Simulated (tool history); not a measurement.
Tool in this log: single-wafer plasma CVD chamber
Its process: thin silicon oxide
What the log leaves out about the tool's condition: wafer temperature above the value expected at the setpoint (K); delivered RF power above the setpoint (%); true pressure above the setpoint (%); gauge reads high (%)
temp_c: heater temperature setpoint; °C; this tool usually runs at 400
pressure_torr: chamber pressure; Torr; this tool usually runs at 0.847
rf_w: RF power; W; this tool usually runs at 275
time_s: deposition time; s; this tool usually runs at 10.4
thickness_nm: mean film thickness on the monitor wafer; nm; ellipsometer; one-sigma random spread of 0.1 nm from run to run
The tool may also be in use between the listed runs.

| run | hour | temp_c | pressure_torr | rf_w | time_s | wafers since the last listed run | hours since the last thermocouple change | hours since the last RF generator calibration | hours since the last manometer calibration | hours since the showerhead was replaced | hours since the gauge calibration | read-back reference wafer on the same gauge, thickness_nm | thickness_nm |
|---|---|---|---|---|---|---|---|---|---|---|---|---|---|
| 1 | 0.0 | 400 | 0.684 | 275 | 8.8 | 0 | 1269.9 | 517.1 | 517.8 | 5181.6 | 100.3 | 21.717 | 12.521 |
| 2 | 54.8 | 400 | 0.684 | 275 | 8.8 | 1185 | 1324.7 | 571.9 | 572.6 | 5236.4 | 155.1 | 21.694 | 12.625 |
| 3 | 97.6 | 400 | 0.688 | 315 | 10.4 | 925 | 1367.5 | 614.7 | 615.4 | 5279.2 | 197.9 | 21.675 | 16.076 |
| 4 | 253.5 | 400 | 0.688 | 315 | 10.4 | 3372 | 1523.4 | 770.6 | 771.3 | 5435.1 | 353.8 | 21.713 | 16.139 |
|  | 273.6 | RF generator calibrated |
|  | 280.9 | showerhead replaced |
| 5 | 281.4 | 400 | 0.688 | 315 | 10.4 | 273 | 1551.3 | 7.8 | 799.2 | 0.5 | 381.7 | 21.694 | 17.060 |
| 6 | 327.4 | 408 | 0.847 | 275 | 10.4 | 995 | 1597.3 | 53.8 | 845.2 | 46.5 | 427.7 | 21.682 | 19.859 |
| 7 | 359.1 | 408 | 0.847 | 275 | 10.4 | 685 | 1629.0 | 85.5 | 876.9 | 78.2 | 459.4 | 21.751 | 19.757 |
| 8 | 406.4 | 400 | 0.847 | 220 | 8.6 | 1023 | 1676.3 | 132.8 | 924.2 | 125.5 | 506.7 | 21.746 | 14.404 |

For run 9, what comes out?
|  | 418.3 | thermocouple changed; heater temperature recalibrated |
| 9 | 431.1 | 400 | 0.847 | 275 | 10.4 | 361 | 12.8 | 157.5 | 948.9 | 150.2 | 531.4 | ? | ? |

{"run 9": {"read-back reference wafer on the same gauge, thickness_nm": 21.703, "thickness_nm": 20.132}}
With the hidden condition absent and the run-to-run variation left alone, this run would have shown thickness_nm 19.075 nm.
